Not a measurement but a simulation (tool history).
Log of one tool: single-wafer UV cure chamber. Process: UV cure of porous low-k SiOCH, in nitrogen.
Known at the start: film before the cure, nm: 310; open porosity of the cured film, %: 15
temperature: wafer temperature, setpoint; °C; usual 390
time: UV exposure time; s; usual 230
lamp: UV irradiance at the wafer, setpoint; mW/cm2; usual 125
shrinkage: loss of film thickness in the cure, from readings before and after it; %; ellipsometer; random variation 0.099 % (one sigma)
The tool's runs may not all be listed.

run 1 day=0 | temperature=390 time=260 lamp=125 | shrinkage=12.931
run 2 day=0.425 | temperature=390 time=230 lamp=125 | shrinkage=12.134
run 3 day=1.058 | temperature=390 time=230 lamp=125 | shrinkage=12.403
run 4 day=1.612 | temperature=390 time=230 lamp=125 | shrinkage=12.396
-- day=2.625 UV bulbs replaced
run 5 day=2.646 | temperature=390 time=230 lamp=125 | shrinkage=12.445
run 6 day=2.662 | temperature=390 time=160 lamp=125 | shrinkage=10.713
run 7 day=3.271 | temperature=390 time=160 lamp=125 | shrinkage=10.589
run 8 day=3.588 | temperature=390 time=230 lamp=125 | shrinkage=12.198
run 9 day=4.062 | temperature=390 time=230 lamp=125 | shrinkage=12.305
run 10 day=4.362 | temperature=396 time=280 lamp=125 | shrinkage=13.48
-- day=4.733 quartz window cleaned
run 11 day=4.796 | temperature=390 time=230 lamp=159 | shrinkage=13.525
run 12 day=5.283 | temperature=390 time=355 lamp=125 | shrinkage=14.394
run 13 day=5.788 | temperature=385 time=105 lamp=93 | shrinkage=7.537
run 14 day=6.388 | temperature=390 time=230 lamp=125 | shrinkage=12.489

Forecast run 15:
run 15 day=6.671 | temperature=390 time=160 lamp=125 | shrinkage=?

{"run 15": {"shrinkage": 10.788}}
Without the tool's hidden state the same run would have given shrinkage 10.788 %.
